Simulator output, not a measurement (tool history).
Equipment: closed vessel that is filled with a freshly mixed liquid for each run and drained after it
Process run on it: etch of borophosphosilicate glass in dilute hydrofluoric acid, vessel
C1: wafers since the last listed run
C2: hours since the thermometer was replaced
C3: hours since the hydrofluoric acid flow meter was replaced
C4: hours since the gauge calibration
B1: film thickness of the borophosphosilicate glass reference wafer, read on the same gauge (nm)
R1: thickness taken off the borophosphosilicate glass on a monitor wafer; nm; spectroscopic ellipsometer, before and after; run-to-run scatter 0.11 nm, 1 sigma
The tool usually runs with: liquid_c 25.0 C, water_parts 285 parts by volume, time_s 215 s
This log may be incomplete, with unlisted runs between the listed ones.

run 1 day=0.000 | liquid_c=25.0 water_parts=285 time_s=215 | C1=0 C2=410.9 C3=389.2 C4=716.9 | B1=150.00 | R1=33.35
run 2 day=3.146 | liquid_c=25.0 water_parts=285 time_s=215 | C1=9644 C2=486.4 C3=464.7 C4=792.4 | B1=150.02 | R1=33.36
run 3 day=5.125 | liquid_c=25.0 water_parts=285 time_s=215 | C1=6067 C2=533.9 C3=512.2 C4=839.9 | B1=149.99 | R1=33.24
run 4 day=9.146 | liquid_c=25.0 water_parts=285 time_s=215 | C1=12326 C2=630.4 C3=608.7 C4=936.4 | B1=150.01 | R1=33.20
run 5 day=12.488 | liquid_c=25.0 water_parts=285 time_s=215 | C1=10244 C2=710.6 C3=688.9 C4=1016.6 | B1=150.02 | R1=33.25
run 6 day=16.962 | liquid_c=25.0 water_parts=285 time_s=215 | C1=13718 C2=818.0 C3=796.3 C4=1124.0 | B1=150.03 | R1=33.19
run 7 day=19.000 | liquid_c=25.0 water_parts=285 time_s=215 | C1=6246 C2=866.9 C3=845.2 C4=1172.9 | B1=149.99 | R1=33.08
run 8 day=21.883 | liquid_c=25.0 water_parts=235 time_s=215 | C1=8839 C2=936.1 C3=914.4 C4=1242.1 | B1=150.01 | R1=42.03
run 9 day=25.188 | liquid_c=25.0 water_parts=285 time_s=215 | C1=10129 C2=1015.4 C3=993.7 C4=1321.4 | B1=150.03 | R1=32.83
run 10 day=28.958 | liquid_c=25.0 water_parts=285 time_s=215 | C1=11560 C2=1105.9 C3=1084.2 C4=1411.9 | B1=150.02 | R1=32.85
run 11 day=30.779 | liquid_c=25.0 water_parts=285 time_s=215 | C1=5582 C2=1149.6 C3=1127.9 C4=1455.6 | B1=150.00 | R1=33.05
run 12 day=33.833 | liquid_c=25.0 water_parts=285 time_s=215 | C1=9363 C2=1222.9 C3=1201.2 C4=1528.9 | B1=149.99 | R1=33.01
run 13 day=37.150 | liquid_c=25.0 water_parts=285 time_s=265 | C1=10167 C2=1302.5 C3=1280.8 C4=1608.5 | B1=150.00 | R1=40.69
run 14 day=38.833 | liquid_c=25.0 water_parts=285 time_s=215 | C1=5160 C2=1342.9 C3=1321.2 C4=1648.9 | B1=150.03 | R1=32.81
run 15 day=42.192 | liquid_c=28.5 water_parts=220 time_s=215 | C1=10295 C2=1423.5 C3=1401.8 C4=1729.5 | B1=150.02 | R1=51.53
run 16 day=45.000 | liquid_c=27.0 water_parts=285 time_s=215 | C1=8609 C2=1490.9 C3=1469.2 C4=1796.9 | B1=150.00 | R1=34.97
run 17 day=48.525 | liquid_c=27.0 water_parts=285 time_s=265 | C1=10806 C2=1575.5 C3=1553.8 C4=1881.5 | B1=149.98 | R1=42.83
run 18 day=51.408 | liquid_c=25.0 water_parts=420 time_s=215 | C1=8839 C2=1644.7 C3=1623.0 C4=1950.7 | B1=150.00 | R1=19.58
run 19 day=53.988 | liquid_c=25.0 water_parts=285 time_s=100 | C1=7906 C2=1706.6 C3=1684.9 C4=2012.6 | B1=149.99 | R1=15.24
-- day=56.604 hydrofluoric acid flow meter replaced
run 20 day=66.592 | liquid_c=28.0 water_parts=285 time_s=215 | C1=38512 C2=2009.1 C3=239.7 C4=2315.1 | B1=150.00 | R1=36.03
-- day=69.508 gauge calibrated
run 21 day=70.804 | liquid_c=29.0 water_parts=285 time_s=275 | C1=12914 C2=2110.2 C3=340.8 C4=31.1 | B1=149.98 | R1=47.80
run 22 day=73.188 | liquid_c=25.0 water_parts=285 time_s=215 | C1=7306 C2=2167.4 C3=398.0 C4=88.3 | B1=149.98 | R1=32.50
-- day=74.458 thermometer replaced
run 23 day=76.846 | liquid_c=25.0 water_parts=285 time_s=215 | C1=11087 C2=57.3 C3=485.8 C4=176.1 | B1=150.00 | R1=33.57
run 24 day=81.108 | liquid_c=23.0 water_parts=400 time_s=300 | C1=13067 C2=159.6 C3=588.1 C4=278.4 | B1=150.00 | R1=27.88
run 25 day=84.483 | liquid_c=28.5 water_parts=285 time_s=285 | C1=10346 C2=240.6 C3=669.1 C4=359.4 | B1=149.99 | R1=49.59
run 26 day=86.854 | liquid_c=25.0 water_parts=230 time_s=215 | C1=7268 C2=297.5 C3=726.0 C4=416.3 | B1=149.97 | R1=43.81
run 27 day=90.746 | liquid_c=25.0 water_parts=285 time_s=215 | C1=11930 C2=390.9 C3=819.4 C4=509.7 | B1=149.98 | R1=33.42
run 28 day=93.042 | liquid_c=25.0 water_parts=170 time_s=90 | C1=7038 C2=446.0 C3=874.5 C4=564.8 | B1=150.00 | R1=26.24
run 29 day=97.138 | liquid_c=25.0 water_parts=285 time_s=215 | C1=12556 C2=544.3 C3=972.8 C4=663.1 | B1=150.00 | R1=33.28
run 30 day=109.421 | liquid_c=25.0 water_parts=285 time_s=215 | C1=37656 C2=839.1 C3=1267.6 C4=957.9 | B1=149.99 | R1=33.03
run 31 day=113.267 | liquid_c=28.0 water_parts=285 time_s=265 | C1=11790 C2=931.4 C3=1359.9 C4=1050.2 | B1=150.03 | R1=44.91
run 32 day=114.771 | liquid_c=22.0 water_parts=215 time_s=250 | C1=4611 C2=967.5 C3=1396.0 C4=1086.3 | B1=150.00 | R1=49.07

Hidden state at the last listed run before each entry between runs and at the first one after, where it differs:
Logged between run 19 and run 20: hydrofluoric acid flow meter replaced (day 56.604)
  liquid colder than its thermometer reads (K): 0.821 -> 0.939
  measured less the result without the state, R1: -0.44 -> -1.15 nm
Logged between run 20 and run 21: gauge calibrated (day 69.508)
  liquid colder than its thermometer reads (K): 0.939 -> 0.978
  measured less the result without the state, R1: -1.15 -> -1.58 nm
Logged between run 22 and run 23: thermometer replaced (day 74.458)
  liquid colder than its thermometer reads (K): 1 -> 0.184
  measured less the result without the state, R1: -1.15 -> -0.21 nm

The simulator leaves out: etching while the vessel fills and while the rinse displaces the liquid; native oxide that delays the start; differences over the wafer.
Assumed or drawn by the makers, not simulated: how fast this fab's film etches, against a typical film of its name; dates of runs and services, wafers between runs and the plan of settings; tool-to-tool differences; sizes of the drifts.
